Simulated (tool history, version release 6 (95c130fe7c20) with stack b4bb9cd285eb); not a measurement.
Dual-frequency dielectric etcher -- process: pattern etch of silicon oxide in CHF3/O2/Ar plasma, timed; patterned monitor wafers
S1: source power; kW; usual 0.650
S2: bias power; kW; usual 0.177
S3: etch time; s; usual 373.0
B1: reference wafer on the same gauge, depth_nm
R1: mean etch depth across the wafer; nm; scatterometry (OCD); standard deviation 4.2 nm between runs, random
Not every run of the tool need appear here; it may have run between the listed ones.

run   hour     S1     S2     S3     B1      R1
  1    0.0  0.650  0.177  373.0  798.9   870.5
  2   29.1  0.650  0.177  373.0  798.6   881.7
  3   52.8  0.650  0.177  373.0  799.7   870.9
  4   77.5  0.650  0.177  373.0  798.5   879.2
  5  107.9  0.650  0.177  373.0  798.6   880.2
  6  142.3  0.650  0.177  373.0  799.3   878.5
     190.5  -- wet clean of the chamber
     209.1  -- upper electrode replaced
  7  209.6  0.650  0.205  373.0  799.6   884.3
  8  210.0  0.650  0.205  373.0  798.4   883.7
  9  221.2  0.650  0.205  373.0  799.2   884.2
 10  236.3  0.650  0.177  373.0  798.7   839.7
 11  272.1  0.650  0.177  373.0  801.2   845.8
 12  285.7  0.650  0.144  373.0  799.5   783.2
 13  315.0  0.760  0.193  373.0  800.2   906.4
 14  338.3  0.650  0.177  373.0  799.5   851.5
     366.9  -- bias power generator calibrated
 15  373.7  0.690  0.177  421.5  799.5   970.3
 16  391.8  0.650  0.177  373.0  797.1   857.9
     413.7  -- gauge calibrated
 17  427.7  0.730  0.135  418.0  798.7   900.5
 18  443.2  0.650  0.133  416.5  798.9   866.5
 19  461.6  0.650  0.177  280.5  799.6   647.9
 20  475.3  0.570  0.177  373.0  799.3   837.2
     485.4  -- source power generator calibrated
 21  498.6  0.530  0.177  373.0  798.1   819.7
 22  525.6  0.710  0.135  415.5  798.4   896.9
 23  547.4  0.650  0.177  415.0  798.0   960.1
 24  580.5  0.810  0.201  453.5  798.5  1161.2
 25  611.1  0.500  0.177  373.0  799.2   823.3

5 ways to go on from here, each from the tool as it stands after run 25. What would each give?
  A  611.6  0.650  0.177  373.0   ?   ?
  B  611.6  0.700  0.193  322.0   ?   ?
  C  611.6  0.650  0.190  317.5   ?   ?
  D  611.6  0.540  0.158  466.5   ?   ?
  E  611.6  0.510  0.199  415.0   ?   ?

run     B1     R1
  A  799.6  865.7
  B  799.6  783.4
  C  799.6  755.2
  D  799.6  999.7
  E  799.6  952.1
Had the tool no hidden state, the same runs would have come out as:
run     R1
  A  837.6
  B  758.0
  C  730.7
  D  967.3
  E  921.3
